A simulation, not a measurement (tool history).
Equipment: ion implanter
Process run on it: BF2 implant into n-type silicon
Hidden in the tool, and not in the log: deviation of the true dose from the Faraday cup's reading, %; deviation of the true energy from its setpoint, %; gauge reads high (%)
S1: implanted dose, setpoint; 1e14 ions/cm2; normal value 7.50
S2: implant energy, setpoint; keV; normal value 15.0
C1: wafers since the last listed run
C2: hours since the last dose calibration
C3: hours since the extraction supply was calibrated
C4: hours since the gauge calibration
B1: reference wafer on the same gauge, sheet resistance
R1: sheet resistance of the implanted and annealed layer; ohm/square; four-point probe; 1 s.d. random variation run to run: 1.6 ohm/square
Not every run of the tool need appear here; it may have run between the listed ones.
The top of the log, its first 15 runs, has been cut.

run	day	S1	S2	C1	C2	C3	C4	B1	R1
16	16.067	7.50	15.0	482	598.9	146.2	109.7	280.12	283.89
17	16.892	7.50	15.0	466	618.7	166.0	129.5	280.69	285.65
18	17.950	6.33	18.0	598	644.1	191.4	154.9	281.01	275.83
19	18.958	7.50	15.0	569	668.3	215.6	179.1	280.42	282.67
20	19.500	7.50	15.0	306	681.3	228.6	192.1	280.99	284.30
# day 20.529: Faraday cup replaced and dose calibrated
21	20.550	8.40	11.0	405	0.5	253.8	217.3	280.31	322.28
22	21.867	5.82	20.0	744	32.1	285.4	248.9	280.28	271.80
23	23.225	7.50	10.5	767	64.7	318.0	281.5	279.57	332.52
24	24.079	7.50	15.0	482	85.2	338.5	302.0	279.57	283.01
25	25.083	6.16	15.0	567	109.3	362.6	326.1	279.41	297.61
26	26.012	5.33	15.0	525	131.6	384.9	348.4	279.01	318.68
27	26.633	7.50	15.0	350	146.5	399.8	363.3	278.83	284.33
28	27.504	7.50	18.5	492	167.4	420.7	384.2	278.74	259.21
29	28.100	9.46	18.0	336	181.7	435.0	398.5	278.45	247.22
30	28.692	6.71	15.0	334	195.9	449.2	412.7	278.05	295.15
31	29.350	6.00	11.0	372	211.7	465.0	428.5	278.34	344.14
32	30.208	5.27	10.0	485	232.3	485.6	449.1	278.24	371.06
33	31.146	8.61	10.5	529	254.8	508.1	471.6	278.24	323.44
34	32.050	8.52	16.5	511	276.5	529.8	493.3	277.77	265.15
35	32.575	7.50	15.0	296	289.1	542.4	505.9	277.26	281.86

Each row is a separate what-if for the run after 35, all from the same tool condition, not one after another. Results?
A	32.592	7.50	15.0	9	289.5	542.8	506.3	?	?
B	32.592	8.71	15.0	9	289.5	542.8	506.3	?	?
C	32.592	8.35	15.0	9	289.5	542.8	506.3	?	?
D	32.592	8.87	10.5	9	289.5	542.8	506.3	?	?
E	32.592	5.29	19.5	9	289.5	542.8	506.3	?	?

run	B1	R1
A	277.09	284.58
B	277.09	276.37
C	277.09	278.48
D	277.09	323.63
E	277.09	286.78
The same runs, with their run-to-run variation unchanged, on a tool lacking any hidden condition would have given:
run	R1
A	288.21
B	279.89
C	282.03
D	327.75
E	290.43
